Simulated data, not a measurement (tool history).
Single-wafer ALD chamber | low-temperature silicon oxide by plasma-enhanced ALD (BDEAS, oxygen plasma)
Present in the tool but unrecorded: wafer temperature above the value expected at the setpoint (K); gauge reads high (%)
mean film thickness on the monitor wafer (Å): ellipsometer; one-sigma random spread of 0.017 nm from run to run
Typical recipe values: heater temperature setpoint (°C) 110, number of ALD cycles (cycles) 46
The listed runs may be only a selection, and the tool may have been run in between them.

| run | hour | heater temperature setpoint (°C) | number of ALD cycles (cycles) | wafers since the last listed run | hours since the last thermocouple change | hours since the gauge calibration | read-back reference wafer on the same gauge, thickness_nm | mean film thickness on the monitor wafer (Å) |
|---|---|---|---|---|---|---|---|---|
| 1 | 0.0 | 110 | 46 | 0 | 901.0 | 1301.2 | 7.057 | 69.02 |
| 2 | 75.6 | 110 | 46 | 626 | 976.6 | 1376.8 | 7.050 | 69.52 |
| 3 | 144.3 | 110 | 40 | 569 | 1045.3 | 1445.5 | 7.058 | 60.21 |
| 4 | 204.2 | 110 | 40 | 496 | 1105.2 | 1505.4 | 7.063 | 60.36 |
| 5 | 233.4 | 110 | 46 | 241 | 1134.4 | 1534.6 | 7.053 | 69.04 |
| 6 | 300.2 | 110 | 46 | 553 | 1201.2 | 1601.4 | 7.060 | 69.35 |
| 7 | 501.3 | 110 | 46 | 1665 | 1402.3 | 1802.5 | 7.066 | 69.16 |
| 8 | 541.8 | 117 | 42 | 335 | 1442.8 | 1843.0 | 7.073 | 62.74 |
| 9 | 579.8 | 117 | 42 | 314 | 1480.8 | 1881.0 | 7.062 | 62.83 |
| 10 | 626.6 | 117 | 42 | 387 | 1527.6 | 1927.8 | 7.059 | 62.73 |
|  | 646.8 | gauge calibrated |
| 11 | 696.1 | 117 | 46 | 575 | 1597.1 | 49.3 | 7.056 | 69.12 |
|  | 713.6 | thermocouple changed; heater temperature recalibrated |
| 12 | 749.8 | 110 | 52 | 378 | 36.2 | 103.0 | 7.065 | 78.28 |
| 13 | 791.4 | 105 | 46 | 344 | 77.8 | 144.6 | 7.063 | 69.75 |
| 14 | 844.3 | 105 | 46 | 438 | 130.7 | 197.5 | 7.061 | 69.44 |
| 15 | 888.8 | 105 | 46 | 368 | 175.2 | 242.0 | 7.061 | 69.61 |
| 16 | 938.0 | 110 | 46 | 407 | 224.4 | 291.2 | 7.055 | 69.19 |
| 17 | 992.7 | 110 | 46 | 453 | 279.1 | 345.9 | 7.053 | 69.48 |
| 18 | 1017.8 | 110 | 46 | 207 | 304.2 | 371.0 | 7.056 | 69.20 |
| 19 | 1059.8 | 117 | 46 | 347 | 346.2 | 413.0 | 7.068 | 68.58 |
| 20 | 1098.6 | 104 | 43 | 321 | 385.0 | 451.8 | 7.063 | 65.35 |
| 21 | 1139.2 | 122 | 53 | 336 | 425.6 | 492.4 | 7.063 | 78.22 |
| 22 | 1173.6 | 103 | 50 | 284 | 460.0 | 526.8 | 7.060 | 75.93 |
| 23 | 1237.9 | 110 | 46 | 532 | 524.3 | 591.1 | 7.060 | 69.49 |
| 24 | 1291.9 | 110 | 46 | 447 | 578.3 | 645.1 | 7.059 | 69.15 |
| 25 | 1329.7 | 117 | 55 | 313 | 616.1 | 682.9 | 7.050 | 81.69 |
| 26 | 1397.7 | 121 | 49 | 563 | 684.1 | 750.9 | 7.061 | 72.55 |
| 27 | 1424.7 | 99 | 46 | 223 | 711.1 | 777.9 | 7.071 | 70.33 |
| 28 | 1482.1 | 122 | 46 | 475 | 768.5 | 835.3 | 7.059 | 67.91 |
| 29 | 1543.3 | 110 | 46 | 507 | 829.7 | 896.5 | 7.067 | 69.40 |
| 30 | 1590.4 | 120 | 51 | 390 | 876.8 | 943.6 | 7.062 | 75.52 |
| 31 | 1655.2 | 120 | 37 | 536 | 941.6 | 1008.4 | 7.063 | 54.86 |
| 32 | 1711.6 | 97 | 37 | 467 | 998.0 | 1064.8 | 7.066 | 57.24 |
| 33 | 1762.8 | 117 | 42 | 424 | 1049.2 | 1116.0 | 7.059 | 62.51 |
| 34 | 1788.7 | 110 | 46 | 214 | 1075.1 | 1141.9 | 7.060 | 69.21 |
| 35 | 1950.3 | 118 | 51 | 1338 | 1236.7 | 1303.5 | 7.068 | 75.78 |
| 36 | 1984.2 | 95 | 39 | 280 | 1270.6 | 1337.4 | 7.061 | 61.17 |
| 37 | 2017.8 | 110 | 46 | 278 | 1304.2 | 1371.0 | 7.063 | 69.64 |

Forecast each of these 4 alternatives for the next run:
| A | 2018.3 | 110 | 42 | 4 | 1304.7 | 1371.5 | ? | ? |
| B | 2018.3 | 117 | 41 | 4 | 1304.7 | 1371.5 | ? | ? |
| C | 2018.3 | 123 | 49 | 4 | 1304.7 | 1371.5 | ? | ? |
| D | 2018.3 | 119 | 40 | 4 | 1304.7 | 1371.5 | ? | ? |

| run | read-back reference wafer on the same gauge, thickness_nm | mean film thickness on the monitor wafer (Å) |
|---|---|---|
| A | 7.060 | 63.77 |
| B | 7.060 | 61.55 |
| C | 7.060 | 72.84 |
| D | 7.060 | 59.85 |
Take away the tool's hidden state, keep each run's random variation, and the runs would have read:
| run | mean film thickness on the monitor wafer (Å) |
|---|---|
| A | 63.37 |
| B | 61.16 |
| C | 72.38 |
| D | 59.47 |
